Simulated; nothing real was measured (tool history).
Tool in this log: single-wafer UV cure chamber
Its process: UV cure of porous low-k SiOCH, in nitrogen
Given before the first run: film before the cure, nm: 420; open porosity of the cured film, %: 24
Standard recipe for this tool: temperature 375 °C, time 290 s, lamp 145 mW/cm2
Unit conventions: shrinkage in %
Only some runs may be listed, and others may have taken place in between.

| run | hour | temperature | time | lamp | shrinkage |
|---|---|---|---|---|---|
| 1 | 0 | 375 | 395 | 145 | 16.274 |
| 2 | 88.5 | 375 | 395 | 145 | 16.522 |
| 3 | 179.4 | 375 | 395 | 145 | 16.305 |
| 4 | 235 | 375 | 290 | 145 | 14.438 |
|  | 265.5 | quartz window cleaned |
| 5 | 328.7 | 375 | 290 | 145 | 14.615 |
| 6 | 429.6 | 375 | 290 | 145 | 14.207 |
| 7 | 504.8 | 375 | 290 | 145 | 14.375 |
| 8 | 811.3 | 375 | 290 | 145 | 14.037 |
| 9 | 871.7 | 375 | 290 | 145 | 13.998 |
| 10 | 961.6 | 362 | 290 | 145 | 14.034 |
| 11 | 1006.4 | 375 | 290 | 130 | 13.31 |
| 12 | 1087.8 | 375 | 290 | 130 | 13.232 |
| 13 | 1134 | 375 | 290 | 130 | 13.593 |
|  | 1145.4 | quartz window cleaned |
| 14 | 1239.7 | 375 | 290 | 115 | 12.282 |
| 15 | 1326 | 375 | 290 | 145 | 13.539 |
| 16 | 1405.3 | 375 | 290 | 145 | 13.408 |
| 17 | 1606.3 | 375 | 290 | 145 | 13.477 |
| 18 | 1835.3 | 375 | 290 | 145 | 12.746 |
| 19 | 1886.4 | 375 | 290 | 145 | 13.027 |
|  | 1988.6 | quartz window cleaned |
| 20 | 1989.7 | 375 | 290 | 145 | 13.084 |
| 21 | 2095.2 | 375 | 290 | 145 | 12.538 |
| 22 | 2159.7 | 375 | 180 | 167 | 10.844 |
| 23 | 2240.9 | 388 | 130 | 158 | 9.461 |
|  | 2264.7 | UV bulbs replaced |
| 24 | 2290.5 | 375 | 180 | 167 | 12.889 |
| 25 | 2581.6 | 358 | 200 | 173 | 13.129 |
| 26 | 2686.5 | 394 | 450 | 115 | 16.023 |
| 27 | 2774.1 | 375 | 290 | 145 | 14.285 |
|  | 2833.4 | quartz window cleaned |
| 28 | 2847.8 | 375 | 290 | 158 | 14.649 |
| 29 | 2915.4 | 375 | 290 | 132 | 13.917 |
| 30 | 2966.7 | 394 | 150 | 181 | 12.507 |
| 31 | 3043.5 | 364 | 210 | 173 | 13.537 |
| 32 | 3116.1 | 393 | 445 | 163 | 17.218 |
| 33 | 3170.2 | 375 | 290 | 145 | 13.756 |
| 34 | 3236.6 | 388 | 415 | 145 | 16.174 |
| 35 | 3295.8 | 375 | 375 | 183 | 16.557 |
| 36 | 3393 | 375 | 290 | 145 | 13.835 |
| 37 | 3435.3 | 369 | 230 | 110 | 11.264 |
| 38 | 3499.2 | 375 | 290 | 145 | 13.772 |
| 39 | 3585.5 | 375 | 290 | 145 | 13.662 |
|  | 3661 | quartz window cleaned |
| 40 | 3686.3 | 369 | 240 | 126 | 11.69 |
| 41 | 3789.6 | 375 | 290 | 145 | 13.235 |
| 42 | 3907.8 | 393 | 290 | 163 | 14.489 |

Below are 4 alternative next runs, each starting from the tool's condition after run 42. Predict each:
| A | 3908.3 | 375 | 290 | 145 | ? |
| B | 3908.3 | 375 | 370 | 145 | ? |
| C | 3908.3 | 392 | 430 | 114 | ? |
| D | 3908.3 | 385 | 140 | 179 | ? |

| run | shrinkage |
|---|---|
| A | 13.555 |
| B | 14.801 |
| C | 14.689 |
| D | 11.2 |
Had the tool no hidden state, the same runs would have come out as:
| run | shrinkage |
|---|---|
| A | 15.361 |
| B | 16.638 |
| C | 16.524 |
| D | 12.925 |
